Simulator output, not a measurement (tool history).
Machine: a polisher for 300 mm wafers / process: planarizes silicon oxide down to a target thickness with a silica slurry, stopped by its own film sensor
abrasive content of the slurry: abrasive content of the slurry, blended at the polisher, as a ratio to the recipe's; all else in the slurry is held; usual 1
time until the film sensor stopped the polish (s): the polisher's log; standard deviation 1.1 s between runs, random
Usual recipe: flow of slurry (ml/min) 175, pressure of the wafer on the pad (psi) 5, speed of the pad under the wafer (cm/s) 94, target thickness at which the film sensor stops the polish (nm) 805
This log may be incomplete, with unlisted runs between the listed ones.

run   hour  flow of slurry (ml/min)  pressure of the wafer on the pad (psi)  speed of the pad under the wafer (cm/s)  abrasive content of the slurry  target thickness at which the film sensor stops the polish (nm)  wafers since the last listed run  wafers polished on this pad  hours since the slurry nozzle was cleaned  hours since the head pressure was calibrated  hours since the slurry blender was calibrated  hours since the conditioning disc was replaced  incoming thickness of the incoming film, nm  time until the film sensor stopped the polish (s)
  1      0                      175                                       5                                       94                               1                                                              805                                 0                          313                                      206.2                                         868.4                                          111.2                                           488.7                                       1251.5                                              147.6
  2   60.9                      175                                       5                                       94                               1                                                              805                               383                          697                                      267.1                                         929.3                                          172.1                                           549.6                                         1236                                              146.2
      80.3  -- slurry blender recalibrated
      82.3  -- conditioning disc replaced and pad reconditioned
  3   97.8                      175                                       5                                       94                               1                                                              805                               207                          904                                        304                                         966.2                                           17.5                                            15.5                                       1241.2                                              138.5
  4  131.1                      175                                       5                                       94                               1                                                              805                               209                         1114                                      337.3                                         999.5                                           50.8                                            48.8                                       1261.9                                              148.3
       151  -- worn pad replaced by a new one
     158.4  -- slurry nozzle cleaned
  5  162.7                      175                                       5                                       94                               1                                                              805                               167                           67                                        4.3                                        1031.1                                           82.4                                            80.4                                       1258.4                                              139.2
  6  190.4                      175                                       5                                       94                               1                                                              853                               174                          241                                         32                                        1058.8                                          110.1                                           108.1                                       1239.1                                              118.7
  7  234.4                      175                                       5                                       94                               1                                                              853                               277                          518                                         76                                        1102.8                                          154.1                                           152.1                                       1256.6                                              126.8
     285.9  -- slurry blender recalibrated
  8  289.8                      175                                       5                                       94                               1                                                              853                               336                          855                                      131.4                                        1158.2                                            3.9                                           207.5                                       1264.3                                              133.7
  9  334.7                      175                                       5                                       94                               1                                                              805                               282                         1138                                      176.3                                        1203.1                                           48.8                                           252.4                                       1242.7                                              145.6
     350.4  -- worn pad replaced by a new one
     368.2  -- head pressure recalibrated
 10  368.7                      175                                     3.8                                       94                               1                                                              687                               176                          102                                      210.3                                           0.5                                           82.8                                           286.4                                       1251.5                                              218.4
 11  440.1                      175                                     3.8                                       94                               1                                                              687                               449                          552                                      281.7                                          71.9                                          154.2                                           357.8                                       1252.7                                                222
     483.9  -- slurry blender recalibrated
 12  511.8                      175                                       5                                       94                               1                                                              805                               439                          991                                      353.4                                         143.6                                           27.9                                           429.5                                         1253                                              149.5

Predict the results of run 13:
     538.3  -- slurry nozzle cleaned
 13  543.3                      175                                       5                                       94                             1.2                                                              723                               192                         1183                                          5                                         175.1                                           59.4                                             461                                       1272.3                                                  ?

time until the film sensor stopped the polish (s): 174.4
Were there no unlogged condition in the tool, this run, its random variation unchanged, would have produced time until the film sensor stopped the polish (s) 148.3.
